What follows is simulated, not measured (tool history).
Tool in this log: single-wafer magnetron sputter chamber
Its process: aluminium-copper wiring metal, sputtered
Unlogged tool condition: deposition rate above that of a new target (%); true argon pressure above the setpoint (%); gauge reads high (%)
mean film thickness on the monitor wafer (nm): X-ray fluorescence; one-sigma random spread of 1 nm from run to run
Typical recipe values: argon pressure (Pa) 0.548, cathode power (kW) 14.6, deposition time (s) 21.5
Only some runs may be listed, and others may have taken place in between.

run	hour	argon pressure (Pa)	cathode power (kW)	deposition time (s)	wafers since the last listed run	wafers on the sputter target	hours since the last manometer calibration	hours since the magnet pack was replaced	hours since the gauge calibration	read-back reference wafer on the same gauge, thickness_nm	mean film thickness on the monitor wafer (nm)
1	0	0.548	12.3	21.5	0	4513	1909.6	10080	176.8	504.634	441.355
2	18.5	0.679	14.6	21.5	612	5125	1928.1	10098.5	195.3	503.902	495.947
3	48.7	0.679	14.6	21.5	999	6125	1958.3	10128.7	225.5	504.338	495.184
# hour 69.6: sputter target and shields replaced
4	141.5	0.548	14.6	21.5	2807	2382	2051.1	10221.5	318.3	504.507	525.78
5	160.8	0.548	14.6	21.5	639	3021	2070.4	10240.8	337.6	503.984	524.572
6	186	0.548	14.6	21.5	834	3855	2095.6	10266	362.8	503.749	524.712
# hour 276.7: magnet pack replaced
7	277.2	0.548	14.6	21.5	2754	6610	2186.8	0.5	454	504.259	523.693
# hour 300.6: sputter target and shields replaced
8	338	0.548	14.6	21.5	1748	1238	2247.6	61.3	514.8	503.849	525.784
9	399.8	0.395	14.6	21.5	2046	3284	2309.4	123.1	576.6	503.749	563.66
10	421.3	0.395	14.6	21.5	711	3996	2330.9	144.6	598.1	504.008	561.759
# hour 422.9: gauge calibrated
11	443.1	0.548	14.6	19.1	721	4718	2352.7	166.4	20.2	504.065	466.592
12	468.2	0.548	14.6	21.5	831	5549	2377.8	191.5	45.3	503.892	525.462
# hour 494.8: sputter target and shields replaced
13	495.3	0.548	14.6	21.5	632	15	2404.9	218.6	72.4	503.528	528.838
14	514.3	0.548	11.15	21.5	629	644	2423.9	237.6	91.4	504.368	402.322
# hour 550.8: capacitance manometer re-zeroed and calibrated
15	551.3	0.746	16.85	18.1	960	1604	0.5	274.6	128.4	504.664	440.766
16	572.2	0.747	17.25	21.5	692	2296	21.4	295.5	149.3	504.607	536.777
17	588.2	0.548	14.6	21.5	529	2826	37.4	311.5	165.3	503.811	501.79
18	622.2	0.385	15.75	21.5	1125	3952	71.4	345.5	199.3	503.916	588.513
19	651.6	0.632	12.75	21.5	973	4925	100.8	374.9	228.7	504.34	421.514
20	720.3	0.548	14.6	21.5	2274	7200	169.5	443.6	297.4	503.45	502.231
21	736.9	0.338	13.15	23.6	549	7750	186.1	460.2	314	503.744	553.224
# hour 748: sputter target and shields replaced
22	754.2	0.548	13.7	21.5	307	205	203.4	477.5	331.3	504.345	476.437

Had the tool no unlogged condition, and each run kept its random variation, what would the results have been?
run	mean film thickness on the monitor wafer (nm)
1	422.834
2	470.472
3	470.324
4	502.028
5	501.282
6	501.951
7	502.932
8	500.733
9	545.597
10	544.275
11	446.386
12	503.257
13	502.369
14	382.501
15	440.736
16	536.43
17	501.919
18	589.52
19	421.038
20	502.129
21	555.466
22	471.28
